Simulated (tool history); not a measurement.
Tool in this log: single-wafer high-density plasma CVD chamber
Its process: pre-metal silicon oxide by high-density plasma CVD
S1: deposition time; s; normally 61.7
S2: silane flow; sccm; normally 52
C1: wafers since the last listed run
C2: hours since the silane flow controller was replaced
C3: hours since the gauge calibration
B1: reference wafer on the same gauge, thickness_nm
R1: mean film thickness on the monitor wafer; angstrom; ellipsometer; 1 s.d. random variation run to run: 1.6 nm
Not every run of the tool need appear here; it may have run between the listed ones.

| run | hour | S1 | S2 | C1 | C2 | C3 | B1 | R1 |
|---|---|---|---|---|---|---|---|---|
| 1 | 0.0 | 61.7 | 52 | 0 | 1146.2 | 290.5 | 311.229 | 3282.35 |
| 2 | 89.4 | 61.7 | 52 | 1386 | 1235.6 | 379.9 | 310.833 | 3276.91 |
| 3 | 156.9 | 61.7 | 52 | 1046 | 1303.1 | 447.4 | 311.264 | 3295.73 |
| 4 | 461.3 | 61.7 | 52 | 4720 | 1607.5 | 751.8 | 311.444 | 3298.97 |
| 5 | 526.8 | 53.2 | 55 | 1015 | 1673.0 | 817.3 | 311.411 | 2972.81 |
|  | 606.9 | gauge calibrated |
| 6 | 630.8 | 61.7 | 52 | 1612 | 1777.0 | 23.9 | 310.616 | 3297.64 |
|  | 669.7 | silane flow controller replaced |
| 7 | 670.2 | 61.7 | 52 | 486 | 0.5 | 63.3 | 310.187 | 3457.70 |
| 8 | 713.2 | 61.7 | 52 | 666 | 43.5 | 106.3 | 311.490 | 3447.21 |
| 9 | 781.3 | 61.7 | 44 | 1056 | 111.6 | 174.4 | 310.943 | 2941.61 |
| 10 | 829.6 | 67.8 | 58 | 749 | 159.9 | 222.7 | 310.233 | 4114.24 |
| 11 | 927.6 | 61.7 | 52 | 1519 | 257.9 | 320.7 | 310.879 | 3373.61 |
| 12 | 987.5 | 65.9 | 56 | 928 | 317.8 | 380.6 | 311.238 | 3802.32 |
| 13 | 1050.6 | 58.3 | 47 | 978 | 380.9 | 443.7 | 310.916 | 2862.91 |
| 14 | 1123.8 | 57.6 | 56 | 1135 | 454.1 | 516.9 | 311.141 | 3314.49 |
| 15 | 1166.5 | 61.7 | 52 | 662 | 496.8 | 559.6 | 310.696 | 3323.23 |
| 16 | 1213.9 | 61.7 | 62 | 735 | 544.2 | 607.0 | 311.289 | 3881.12 |
| 17 | 1283.2 | 61.7 | 48 | 1074 | 613.5 | 676.3 | 310.470 | 3096.16 |

Results for each run, recomputed without the tool's hidden state and with each run's random variation untouched:
The hidden state here: delivered silane flow above the setpoint (%); gauge reads high (%).
| run | R1 |
|---|---|
| 1 | 3432.36 |
| 2 | 3430.49 |
| 3 | 3452.71 |
| 4 | 3464.35 |
| 5 | 3122.97 |
| 6 | 3465.91 |
| 7 | 3469.42 |
| 8 | 3473.75 |
| 9 | 2982.60 |
| 10 | 4188.11 |
| 11 | 3458.57 |
| 12 | 3912.78 |
| 13 | 2956.60 |
| 14 | 3435.52 |
| 15 | 3451.23 |
| 16 | 4038.59 |
| 17 | 3230.19 |
